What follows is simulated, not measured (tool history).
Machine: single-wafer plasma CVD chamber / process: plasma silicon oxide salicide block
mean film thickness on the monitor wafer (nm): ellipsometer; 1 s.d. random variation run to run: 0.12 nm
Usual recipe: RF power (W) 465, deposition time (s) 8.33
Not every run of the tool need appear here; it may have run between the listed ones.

| run | hour | RF power (W) | deposition time (s) | wafers since the last listed run | hours since the last RF generator calibration | hours since the showerhead was replaced | hours since the gauge calibration | read-back reference wafer on the same gauge, thickness_nm | mean film thickness on the monitor wafer (nm) |
|---|---|---|---|---|---|---|---|---|---|
| 1 | 0 | 465 | 7.54 | 0 | 1043.9 | 2714.2 | 271.8 | 77.096 | 66.496 |
| 2 | 23 | 465 | 8.88 | 856 | 1066.9 | 2737.2 | 294.8 | 77.091 | 78.091 |
| 3 | 56.6 | 465 | 8.88 | 1250 | 1100.5 | 2770.8 | 328.4 | 77.188 | 78.081 |
| 4 | 85 | 465 | 8.88 | 1057 | 1128.9 | 2799.2 | 356.8 | 77.114 | 77.988 |
| 5 | 111 | 465 | 8.33 | 968 | 1154.9 | 2825.2 | 382.8 | 77.112 | 73.28 |
| 6 | 161 | 465 | 8.33 | 1861 | 1204.9 | 2875.2 | 432.8 | 77.14 | 73.4 |
| 7 | 177 | 465 | 8.33 | 595 | 1220.9 | 2891.2 | 448.8 | 77.184 | 73.334 |
| 8 | 210.6 | 465 | 8.33 | 1250 | 1254.5 | 2924.8 | 482.4 | 77.068 | 73.258 |
| 9 | 244.2 | 465 | 8.33 | 1250 | 1288.1 | 2958.4 | 516 | 77.14 | 72.957 |
| 10 | 258.9 | 465 | 8.33 | 547 | 1302.8 | 2973.1 | 530.7 | 77.096 | 73.241 |
| 11 | 293.7 | 465 | 8.33 | 1295 | 1337.6 | 3007.9 | 565.5 | 77.092 | 73.093 |
| 12 | 316.4 | 465 | 8.33 | 845 | 1360.3 | 3030.6 | 588.2 | 77.014 | 73.075 |
| 13 | 346.7 | 465 | 8.33 | 1128 | 1390.6 | 3060.9 | 618.5 | 77.096 | 73.173 |
| 14 | 374.4 | 465 | 8.33 | 1031 | 1418.3 | 3088.6 | 646.2 | 77.062 | 73.081 |
|  | 395.8 | gauge calibrated |
| 15 | 463.6 | 465 | 8.33 | 3321 | 1507.5 | 3177.8 | 67.8 | 77.08 | 72.776 |
| 16 | 485.3 | 420 | 8.33 | 807 | 1529.2 | 3199.5 | 89.5 | 77.074 | 71.672 |
|  | 499.4 | RF generator calibrated |
|  | 506.5 | showerhead replaced |
| 17 | 507 | 375 | 9.34 | 245 | 7.6 | 0.5 | 111.2 | 77.055 | 79.326 |
| 18 | 519 | 465 | 8.78 | 446 | 19.6 | 12.5 | 123.2 | 77.052 | 77.728 |
| 19 | 531.5 | 465 | 8.33 | 465 | 32.1 | 25 | 135.7 | 77.13 | 73.954 |
| 20 | 553 | 465 | 8.33 | 800 | 53.6 | 46.5 | 157.2 | 77.119 | 73.769 |
| 21 | 586.1 | 465 | 8.33 | 1232 | 86.7 | 79.6 | 190.3 | 77.126 | 73.757 |
| 22 | 617.1 | 465 | 8.33 | 1154 | 117.7 | 110.6 | 221.3 | 77.07 | 73.783 |
| 23 | 635.4 | 520 | 6.96 | 681 | 136 | 128.9 | 239.6 | 77.139 | 63.099 |
| 24 | 656.4 | 465 | 9.01 | 781 | 157 | 149.9 | 260.6 | 77.086 | 79.85 |
| 25 | 675 | 535 | 6.97 | 692 | 175.6 | 168.5 | 279.2 | 77.152 | 63.653 |
| 26 | 753.2 | 510 | 7.53 | 2911 | 253.8 | 246.7 | 357.4 | 77.082 | 68.096 |
| 27 | 774.9 | 375 | 7.5 | 807 | 275.5 | 268.4 | 379.1 | 77.155 | 63.777 |
| 28 | 799.3 | 530 | 9.47 | 908 | 299.9 | 292.8 | 403.5 | 77.082 | 86.045 |
| 29 | 811.4 | 415 | 9.73 | 450 | 312 | 304.9 | 415.6 | 77.081 | 84.113 |

Results per run with the tool's hidden condition removed, run-to-run variation unchanged:
The tool's hidden condition here consists of: delivered RF power above the setpoint (%); gauge reads high (%).
| run | mean film thickness on the monitor wafer (nm) |
|---|---|
| 1 | 66.99 |
| 2 | 78.692 |
| 3 | 78.716 |
| 4 | 78.65 |
| 5 | 73.928 |
| 6 | 74.099 |
| 7 | 74.049 |
| 8 | 74.008 |
| 9 | 73.74 |
| 10 | 74.043 |
| 11 | 73.933 |
| 12 | 73.942 |
| 13 | 74.077 |
| 14 | 74.017 |
| 15 | 73.821 |
| 16 | 72.728 |
| 17 | 79.472 |
| 18 | 77.871 |
| 19 | 74.091 |
| 20 | 73.906 |
| 21 | 73.896 |
| 22 | 73.925 |
| 23 | 63.222 |
| 24 | 80.008 |
| 25 | 63.781 |
| 26 | 68.246 |
| 27 | 63.922 |
| 28 | 86.247 |
| 29 | 84.314 |

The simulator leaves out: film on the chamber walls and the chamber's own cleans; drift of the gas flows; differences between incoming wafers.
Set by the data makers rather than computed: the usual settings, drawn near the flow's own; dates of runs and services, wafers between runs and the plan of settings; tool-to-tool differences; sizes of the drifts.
